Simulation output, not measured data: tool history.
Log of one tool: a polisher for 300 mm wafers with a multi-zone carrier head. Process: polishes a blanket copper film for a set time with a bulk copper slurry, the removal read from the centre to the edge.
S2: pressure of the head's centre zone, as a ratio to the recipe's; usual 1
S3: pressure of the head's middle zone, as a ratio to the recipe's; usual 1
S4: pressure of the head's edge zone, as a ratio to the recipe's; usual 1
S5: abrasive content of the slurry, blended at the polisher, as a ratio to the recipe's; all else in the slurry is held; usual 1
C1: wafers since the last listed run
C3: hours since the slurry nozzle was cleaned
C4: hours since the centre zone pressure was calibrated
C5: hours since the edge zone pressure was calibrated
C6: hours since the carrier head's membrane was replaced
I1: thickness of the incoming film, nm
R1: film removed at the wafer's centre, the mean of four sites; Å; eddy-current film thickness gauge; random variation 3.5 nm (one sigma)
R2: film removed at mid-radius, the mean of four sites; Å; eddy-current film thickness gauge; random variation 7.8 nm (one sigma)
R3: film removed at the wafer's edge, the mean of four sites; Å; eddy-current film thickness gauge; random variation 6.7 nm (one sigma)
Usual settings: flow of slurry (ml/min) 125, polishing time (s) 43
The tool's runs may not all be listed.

Run 1, hour 0: usual settings but S2 0.93, S5 1.2; C1 0; wafers polished on this pad 4980; C3 87.9; C4 100.4; C5 88; C6 60; I1 1910.8. Result: R1 5091 Å, R2 5801 Å, R3 5591 Å.
Run 2, hour 41.3: usual settings but S2 0.9, S4 0.9; C1 632; wafers polished on this pad 5613; C3 129.2; C4 141.7; C5 129.3; C6 101.3; I1 1932.5. Result: R1 4675 Å, R2 5374 Å, R3 5127 Å.
Run 3, hour 89.3: usual settings; C1 735; wafers polished on this pad 6349; C3 177.2; C4 189.7; C5 177.3; C6 149.3; I1 1945.4. Result: R1 5172 Å, R2 5375 Å, R3 5430 Å.
Run 4, hour 161: usual settings; C1 1098; wafers polished on this pad 7447; C3 248.9; C4 261.4; C5 249; C6 221; I1 1951. Result: R1 5188 Å, R2 5402 Å, R3 5297 Å.
At hour 185.7: worn pad replaced by a new one.
Run 5, hour 192.4: usual settings; C1 419; wafers polished on this pad 102; C3 280.3; C4 292.8; C5 280.4; C6 252.4; I1 1924.7. Result: R1 5378 Å, R2 5717 Å, R3 5574 Å.
Run 6, hour 233.4: usual settings; C1 628; wafers polished on this pad 730; C3 321.3; C4 333.8; C5 321.4; C6 293.4; I1 1912.9. Result: R1 5341 Å, R2 5596 Å, R3 5579 Å.
Run 7, hour 293.1: usual settings; C1 914; wafers polished on this pad 1645; C3 381; C4 393.5; C5 381.1; C6 353.1; I1 1933.8. Result: R1 5231 Å, R2 5336 Å, R3 5390 Å.
Run 8, hour 363.5: usual settings but S5 1.1, polishing time (s) 30; C1 1078; wafers polished on this pad 2724; C3 451.4; C4 463.9; C5 451.5; C6 423.5; I1 1898.9. Result: R1 3686 Å, R2 3778 Å, R3 3792 Å.
Run 9, hour 408.7: usual settings but S2 1.12, S4 0.96; C1 692; wafers polished on this pad 3416; C3 496.6; C4 509.1; C5 496.7; C6 468.7; I1 1944.8. Result: R1 5666 Å, R2 5346 Å, R3 5123 Å.
Run 10, hour 446.4: usual settings but flow of slurry (ml/min) 165, S2 0.96, S5 0.9; C1 577; wafers polished on this pad 3994; C3 534.3; C4 546.8; C5 534.4; C6 506.4; I1 1900.9. Result: R1 4995 Å, R2 5359 Å, R3 5480 Å.
Run 11, hour 487.3: usual settings but flow of slurry (ml/min) 95, S3 0.9, S4 1.05; C1 626; wafers polished on this pad 4620; C3 575.2; C4 587.7; C5 575.3; C6 547.3; I1 1934.9. Result: R1 4579 Å, R2 4461 Å, R3 5135 Å.
Run 12, hour 525.2: usual settings but flow of slurry (ml/min) 165, S3 0.88, S4 0.94, S5 1.2; C1 580; wafers polished on this pad 5201; C3 613.1; C4 625.6; C5 613.2; C6 585.2; I1 1911.6. Result: R1 5577 Å, R2 5188 Å, R3 5561 Å.
Run 13, hour 576.1: usual settings; C1 779; wafers polished on this pad 5981; C3 664; C4 676.5; C5 664.1; C6 636.1; I1 1914.5. Result: R1 4917 Å, R2 4986 Å, R3 5230 Å.
Run 14, hour 619.4: usual settings but S2 1.1, S4 1.06; C1 663; wafers polished on this pad 6644; C3 707.3; C4 719.8; C5 707.4; C6 679.4; I1 1956.2. Result: R1 5402 Å, R2 5222 Å, R3 5312 Å.
Run 15, hour 686.2: usual settings but S2 1.04, S3 0.94, S4 1.08, polishing time (s) 29; C1 1023; wafers polished on this pad 7668; C3 774.1; C4 786.6; C5 774.2; C6 746.2; I1 1913.6. Result: R1 3424 Å, R2 3306 Å, R3 3499 Å.
At hour 724.1: worn pad replaced by a new one.
Run 16, hour 724.6: usual settings but flow of slurry (ml/min) 170; C1 527; wafers polished on this pad 6; C3 812.5; C4 825; C5 812.6; C6 784.6; I1 1924.8. Result: R1 5642 Å, R2 5688 Å, R3 5681 Å.
At hour 729.4: edge zone pressure recalibrated.
At hour 784.2: slurry nozzle cleaned.
Run 17, hour 785.1: usual settings but S2 1.04, polishing time (s) 51; C1 880; wafers polished on this pad 887; C3 0.9; C4 885.5; C5 55.7; C6 845.1; I1 1910.1. Result: R1 6640 Å, R2 6732 Å, R3 6485 Å.
Run 18, hour 838.4: usual settings; C1 816; wafers polished on this pad 1704; C3 54.2; C4 938.8; C5 109; C6 898.4; I1 1894.8. Result: R1 5265 Å, R2 5525 Å, R3 5571 Å.
At hour 958.4: centre zone pressure recalibrated.
Run 19, hour 1045.7: usual settings but polishing time (s) 30; C1 3145; wafers polished on this pad 4849; C3 261.5; C4 87.3; C5 316.3; C6 1105.7; I1 1918.3. Result: R1 3559 Å, R2 3625 Å, R3 3698 Å.
Run 20, hour 1106.4: usual settings but S3 1.07, S4 1.06, polishing time (s) 54; C1 929; wafers polished on this pad 5779; C3 322.2; C4 148; C5 377; C6 1166.4; I1 1926.1. Result: R1 6304 Å, R2 6843 Å, R3 6776 Å.
At hour 1226.9: worn pad replaced by a new one.
Run 21, hour 1291.7: usual settings; C1 2777; wafers polished on this pad 992; C3 507.5; C4 333.3; C5 562.3; C6 1351.7; I1 1896.3. Result: R1 5162 Å, R2 5317 Å, R3 5427 Å.

4 ways to go on from here, each from the tool as it stands after run 21. What would each give?
Run A, hour 1292.1: usual settings but S2 0.97; C1 6; wafers polished on this pad 998; C3 507.9; C4 333.7; C5 562.7; C6 1352.1; I1 1920.4. Result: R1 ?, R2 ?, R3 ?.
Run B, hour 1292.1: usual settings but flow of slurry (ml/min) 165, S2 0.91, S3 1.07, S5 0.9; C1 6; wafers polished on this pad 998; C3 507.9; C4 333.7; C5 562.7; C6 1352.1; I1 1920.4. Result: R1 ?, R2 ?, R3 ?.
Run C, hour 1292.1: usual settings but S2 0.96; C1 6; wafers polished on this pad 998; C3 507.9; C4 333.7; C5 562.7; C6 1352.1; I1 1920.4. Result: R1 ?, R2 ?, R3 ?.
Run D, hour 1292.1: usual settings but S2 0.88, S4 0.89; C1 6; wafers polished on this pad 998; C3 507.9; C4 333.7; C5 562.7; C6 1352.1; I1 1920.4. Result: R1 ?, R2 ?, R3 ?.

run    R1    R2    R3
  A  5048  5464  5466
  B  4948  5970  5547
  C  4996  5464  5466
  D  4576  5467  5216
Without the tool's hidden state the same runs would have given:
run    R1    R2    R3
  A  5544  5948  5838
  B  5351  6417  5881
  C  5486  5948  5838
  D  5025  5952  5572
